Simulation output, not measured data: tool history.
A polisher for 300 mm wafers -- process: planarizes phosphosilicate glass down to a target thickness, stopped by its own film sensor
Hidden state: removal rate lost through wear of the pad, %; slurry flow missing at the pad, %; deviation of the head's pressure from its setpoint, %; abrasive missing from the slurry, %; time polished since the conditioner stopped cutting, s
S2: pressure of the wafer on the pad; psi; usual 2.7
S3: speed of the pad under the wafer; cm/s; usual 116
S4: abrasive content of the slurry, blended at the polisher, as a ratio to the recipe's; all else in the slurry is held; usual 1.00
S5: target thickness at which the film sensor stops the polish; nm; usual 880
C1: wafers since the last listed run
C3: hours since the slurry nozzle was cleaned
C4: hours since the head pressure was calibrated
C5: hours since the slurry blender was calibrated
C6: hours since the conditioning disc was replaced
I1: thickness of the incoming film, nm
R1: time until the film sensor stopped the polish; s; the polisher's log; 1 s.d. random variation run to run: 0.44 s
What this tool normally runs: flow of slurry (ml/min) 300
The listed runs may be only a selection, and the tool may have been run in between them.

Run 1, hour 0.0: usual settings; C1 0; wafers polished on this pad 1387; C3 450.2; C4 1227.7; C5 445.3; C6 154.8; I1 1388.0. Result: R1 50.4 s.
At hour 12.2: worn pad replaced by a new one.
Run 2, hour 15.0: usual settings; C1 109; wafers polished on this pad 27; C3 465.2; C4 1242.7; C5 460.3; C6 169.8; I1 1398.2. Result: R1 51.7 s.
At hour 31.2: slurry blender recalibrated.
Run 3, hour 42.5: usual settings; C1 252; wafers polished on this pad 280; C3 492.7; C4 1270.2; C5 11.3; C6 197.3; I1 1377.0. Result: R1 46.1 s.
Run 4, hour 73.9: usual settings but S5 1005 nm; C1 311; wafers polished on this pad 592; C3 524.1; C4 1301.6; C5 42.7; C6 228.7; I1 1391.4. Result: R1 36.5 s.
Run 5, hour 109.5: usual settings but S5 1005 nm; C1 353; wafers polished on this pad 945; C3 559.7; C4 1337.2; C5 78.3; C6 264.3; I1 1385.5. Result: R1 36.3 s.
Run 6, hour 142.4: usual settings; C1 326; wafers polished on this pad 1272; C3 592.6; C4 1370.1; C5 111.2; C6 297.2; I1 1377.7. Result: R1 48.3 s.
At hour 147.5: worn pad replaced by a new one.
Run 7, hour 154.4: usual settings; C1 79; wafers polished on this pad 68; C3 604.6; C4 1382.1; C5 123.2; C6 309.2; I1 1370.3. Result: R1 46.7 s.
Run 8, hour 167.0: usual settings but S5 934 nm; C1 125; wafers polished on this pad 193; C3 617.2; C4 1394.7; C5 135.8; C6 321.8; I1 1373.4. Result: R1 43.2 s.
Run 9, hour 195.7: usual settings but S5 784 nm; C1 284; wafers polished on this pad 478; C3 645.9; C4 1423.4; C5 164.5; C6 350.5; I1 1393.8. Result: R1 60.4 s.
Run 10, hour 230.0: usual settings; C1 340; wafers polished on this pad 818; C3 680.2; C4 1457.7; C5 198.8; C6 384.8; I1 1358.8. Result: R1 47.4 s.
Run 11, hour 253.9: usual settings; C1 237; wafers polished on this pad 1055; C3 704.1; C4 1481.6; C5 222.7; C6 408.7; I1 1387.9. Result: R1 50.4 s.
Run 12, hour 281.4: usual settings but S4 0.90; C1 272; wafers polished on this pad 1328; C3 731.6; C4 1509.1; C5 250.2; C6 436.2; I1 1377.8. Result: R1 52.4 s.
At hour 294.4: worn pad replaced by a new one.
Run 13, hour 300.9: usual settings but flow of slurry (ml/min) 380, S4 1.20; C1 153; wafers polished on this pad 64; C3 751.1; C4 1528.6; C5 269.7; C6 455.7; I1 1353.8. Result: R1 46.1 s.
Run 14, hour 325.5: usual settings but S2 3.3 psi, S4 1.20; C1 244; wafers polished on this pad 308; C3 775.7; C4 1553.2; C5 294.3; C6 480.3; I1 1357.5. Result: R1 42.1 s.
At hour 341.8: head pressure recalibrated.
Run 15, hour 342.1: usual settings but S2 3.6 psi, S4 1.15; C1 144; wafers polished on this pad 453; C3 792.3; C4 0.3; C5 310.9; C6 496.9; I1 1388.4. Result: R1 42.3 s.
Run 16, hour 361.5: usual settings but flow of slurry (ml/min) 260, S2 3.6 psi; C1 192; wafers polished on this pad 645; C3 811.7; C4 19.7; C5 330.3; C6 516.3; I1 1354.9. Result: R1 42.2 s.
Run 17, hour 397.2: usual settings; C1 354; wafers polished on this pad 1000; C3 847.4; C4 55.4; C5 366.0; C6 552.0; I1 1399.1. Result: R1 54.8 s.
At hour 408.4: slurry blender recalibrated.
Run 18, hour 420.4: usual settings but S4 0.75; C1 210; wafers polished on this pad 1210; C3 870.6; C4 78.6; C5 12.0; C6 575.2; I1 1377.3. Result: R1 56.3 s.
Run 19, hour 439.2: usual settings but flow of slurry (ml/min) 375, S5 1008 nm; C1 186; wafers polished on this pad 1397; C3 889.4; C4 97.4; C5 30.8; C6 594.0; I1 1362.6. Result: R1 36.6 s.
At hour 448.4: worn pad replaced by a new one.
At hour 449.2: conditioning disc replaced and pad reconditioned.
At hour 450.0: slurry nozzle cleaned.
Run 20, hour 474.4: usual settings; C1 294; wafers polished on this pad 242; C3 24.4; C4 132.6; C5 66.0; C6 25.2; I1 1390.5. Result: R1 47.8 s.
Run 21, hour 507.3: usual settings but flow of slurry (ml/min) 225, S2 3.1 psi, S4 0.80, S5 721 nm; C1 326; wafers polished on this pad 568; C3 57.3; C4 165.5; C5 98.9; C6 58.1; I1 1384.9. Result: R1 61.8 s.
Run 22, hour 526.3: usual settings but flow of slurry (ml/min) 390, S4 1.15, S5 939 nm; C1 188; wafers polished on this pad 757; C3 76.3; C4 184.5; C5 117.9; C6 77.1; I1 1405.9. Result: R1 42.0 s.
Run 23, hour 556.2: usual settings but S4 1.20, S5 772 nm; C1 296; wafers polished on this pad 1054; C3 106.2; C4 214.4; C5 147.8; C6 107.0; I1 1374.1. Result: R1 54.4 s.
At hour 581.1: worn pad replaced by a new one.
Run 24, hour 589.4: usual settings but S3 134 cm/s; C1 289; wafers polished on this pad 81; C3 139.4; C4 247.6; C5 181.0; C6 140.2; I1 1385.7. Result: R1 44.4 s.

4 options for the next run, each taken on its own from the tool as it stands now. Forecast them:
Run A, hour 589.8: usual settings but flow of slurry (ml/min) 230; C1 3; wafers polished on this pad 85; C3 139.8; C4 248.0; C5 181.4; C6 140.6; I1 1372.3. Result: R1 ?.
Run B, hour 589.8: usual settings but S2 3.4 psi, S4 1.10, S5 1028 nm; C1 3; wafers polished on this pad 85; C3 139.8; C4 248.0; C5 181.4; C6 140.6; I1 1372.3. Result: R1 ?.
Run C, hour 589.8: usual settings but S2 1.8 psi, S3 94 cm/s; C1 3; wafers polished on this pad 85; C3 139.8; C4 248.0; C5 181.4; C6 140.6; I1 1372.3. Result: R1 ?.
Run D, hour 589.8: usual settings but S4 1.25; C1 3; wafers polished on this pad 85; C3 139.8; C4 248.0; C5 181.4; C6 140.6; I1 1372.3. Result: R1 ?.

run    R1
  A  48.1
  B  27.8
  C  66.6
  D  44.3
Without the tool's hidden state the same runs would have given:
run    R1
  A  46.7
  B  27.0
  C  65.0
  D  43.2

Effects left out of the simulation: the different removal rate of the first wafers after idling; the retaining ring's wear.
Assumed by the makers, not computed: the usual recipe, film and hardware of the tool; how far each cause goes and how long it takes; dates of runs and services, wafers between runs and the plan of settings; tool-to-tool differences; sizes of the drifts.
